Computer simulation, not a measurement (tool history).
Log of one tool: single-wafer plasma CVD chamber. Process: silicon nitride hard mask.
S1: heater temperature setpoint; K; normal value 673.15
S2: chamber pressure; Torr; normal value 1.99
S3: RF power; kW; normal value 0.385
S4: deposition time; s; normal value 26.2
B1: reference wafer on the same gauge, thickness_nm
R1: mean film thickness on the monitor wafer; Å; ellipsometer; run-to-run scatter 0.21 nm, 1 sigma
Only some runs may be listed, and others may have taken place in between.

Run 1, day 0.000: usual settings but S3 0.330 kW; B1 33.422. Result: R1 323.88 Å.
Run 2, day 5.962: usual settings; B1 33.397. Result: R1 350.98 Å.
At day 7.512: showerhead replaced.
Run 3, day 8.442: usual settings; B1 33.383. Result: R1 347.94 Å.
Run 4, day 10.229: usual settings; B1 33.417. Result: R1 349.73 Å.
Run 5, day 12.658: usual settings; B1 33.391. Result: R1 350.60 Å.
At day 13.746: RF generator calibrated, repeated, since the last time left the tool worse.
Run 6, day 14.550: usual settings; B1 33.407. Result: R1 369.05 Å.
Run 7, day 16.371: usual settings but S1 658.15 K, S2 2.17 Torr; B1 33.379. Result: R1 372.60 Å.
Run 8, day 18.933: usual settings; B1 33.429. Result: R1 368.95 Å.
Run 9, day 20.742: usual settings but S1 666.15 K; B1 33.364. Result: R1 364.35 Å.
Run 10, day 22.267: usual settings but S1 687.15 K, S4 27.6 s; B1 33.401. Result: R1 381.41 Å.
Run 11, day 24.233: usual settings but S1 687.15 K, S4 27.6 s; B1 33.422. Result: R1 384.50 Å.
Run 12, day 26.567: usual settings but S1 682.15 K, S2 1.57 Torr, S4 22.9 s; B1 33.395. Result: R1 306.35 Å.
Run 13, day 29.125: usual settings but S4 30.6 s; B1 33.369. Result: R1 425.25 Å.
Run 14, day 30.275: usual settings; B1 33.424. Result: R1 363.75 Å.
At day 30.538: gauge calibrated.
Run 15, day 33.250: usual settings but S1 682.15 K, S2 1.57 Torr, S4 22.9 s; B1 33.383. Result: R1 307.26 Å.
Run 16, day 34.721: usual settings; B1 33.359. Result: R1 364.84 Å.
Run 17, day 36.025: usual settings but S1 685.15 K, S2 2.32 Torr, S3 0.345 kW, S4 22.2 s; B1 33.415. Result: R1 299.81 Å.
Run 18, day 37.629: usual settings; B1 33.400. Result: R1 368.46 Å.
Run 19, day 39.267: usual settings but S2 1.81 Torr, S4 24.8 s; B1 33.422. Result: R1 338.93 Å.
Run 20, day 40.608: usual settings but S1 669.15 K, S2 2.35 Torr, S3 0.425 kW; B1 33.429. Result: R1 395.85 Å.
Run 21, day 41.750: usual settings but S2 1.51 Torr, S3 0.345 kW, S4 21.5 s; B1 33.383. Result: R1 271.28 Å.
Run 22, day 44.308: usual settings; B1 33.437. Result: R1 362.64 Å.

Expected results for the next run?
Run 23, day 46.175: usual settings; B1 ?. Result: R1 ?.

{"run 23": {"B1": 33.413, "R1": 361.81}}
Minus the tool's unlogged condition, the same run would have read R1 368.08 Å.
